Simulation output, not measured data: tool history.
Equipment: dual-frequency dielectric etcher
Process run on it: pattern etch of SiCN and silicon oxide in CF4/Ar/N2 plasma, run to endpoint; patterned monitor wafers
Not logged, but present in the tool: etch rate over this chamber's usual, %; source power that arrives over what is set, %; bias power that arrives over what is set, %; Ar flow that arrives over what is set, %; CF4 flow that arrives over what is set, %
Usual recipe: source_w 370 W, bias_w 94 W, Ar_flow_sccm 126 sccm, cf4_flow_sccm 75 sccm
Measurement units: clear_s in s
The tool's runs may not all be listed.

run   hour  source_w  bias_w  Ar_flow_sccm  cf4_flow_sccm  wafers since the last listed run  hours since the last wet clean  hours since the last source power generator calibration  hours since the last bias power generator calibration  hours since the last Ar flow controller change  hours since the last CF4 flow controller change  hours since the last upper electrode change  incoming incoming film thickness, nm  clear_s
  1    0.0       370      94           126             75                                 0                           353.3                                                   3192.5                                                 3523.8                                          3939.8                                           4043.1                                       3856.8                                 15.85     24.4
  2   14.4       370      94           126             75                               171                           367.7                                                   3206.9                                                 3538.2                                          3954.2                                           4057.5                                       3871.2                                 16.01     24.6
  3   30.2       370      94           126             75                               188                           383.5                                                   3222.7                                                 3554.0                                          3970.0                                           4073.3                                       3887.0                                 15.94     24.4
  4   45.4       370      94           126             65                               181                           398.7                                                   3237.9                                                 3569.2                                          3985.2                                           4088.5                                       3902.2                                 15.95     24.8
  5   55.3       370      94           126             75                               117                           408.6                                                   3247.8                                                 3579.1                                          3995.1                                           4098.4                                       3912.1                                 16.01     24.5
  6   72.4       320      94           126             75                               203                           425.7                                                   3264.9                                                 3596.2                                          4012.2                                           4115.5                                       3929.2                                 15.98     29.0
      89.0  -- bias power generator calibrated
     107.7  -- CF4 flow controller replaced
     111.4  -- wet clean of the chamber
  7  111.9       320      94           126             75                               307                             0.5                                                   3304.4                                                   22.9                                          4051.7                                              4.2                                       3968.7                                 15.96     27.5
  8  112.2       320      94           126             75                                 3                             0.8                                                   3304.7                                                   23.2                                          4052.0                                              4.5                                       3969.0                                 16.04     27.7
  9  112.5       370      94           126             85                                 3                             1.1                                                   3305.0                                                   23.5                                          4052.3                                              4.8                                       3969.3                                 15.88     23.1
 10  113.0       370      94           126             75                                 5                             1.6                                                   3305.5                                                   24.0                                          4052.8                                              5.3                                       3969.8                                 15.91     23.5
     120.1  -- source power generator calibrated
 11  138.9       460      84           126             75                               260                            27.5                                                     18.8                                                   49.9                                          4078.7                                             31.2                                       3995.7                                 16.01     19.6
 12  150.8       440     115           149             66                               141                            39.4                                                     30.7                                                   61.8                                          4090.6                                             43.1                                       4007.6                                 16.07     18.5
     166.7  -- Ar flow controller replaced
     181.6  -- upper electrode replaced
 13  182.1       370     111           155             75                               123                            70.7                                                     62.0                                                   93.1                                            15.4                                             74.4                                          0.5                                 16.04     22.4

Forecast run 14:
 14  183.6       370     106           126             91                                17                            72.2                                                     63.5                                                   94.6                                            16.9                                             75.9                                          2.0                                 16.09        ?

{"run 14": {"clear_s": 22.1}}
With no hidden state in the tool, this same run would have given clear_s 22.0 s.
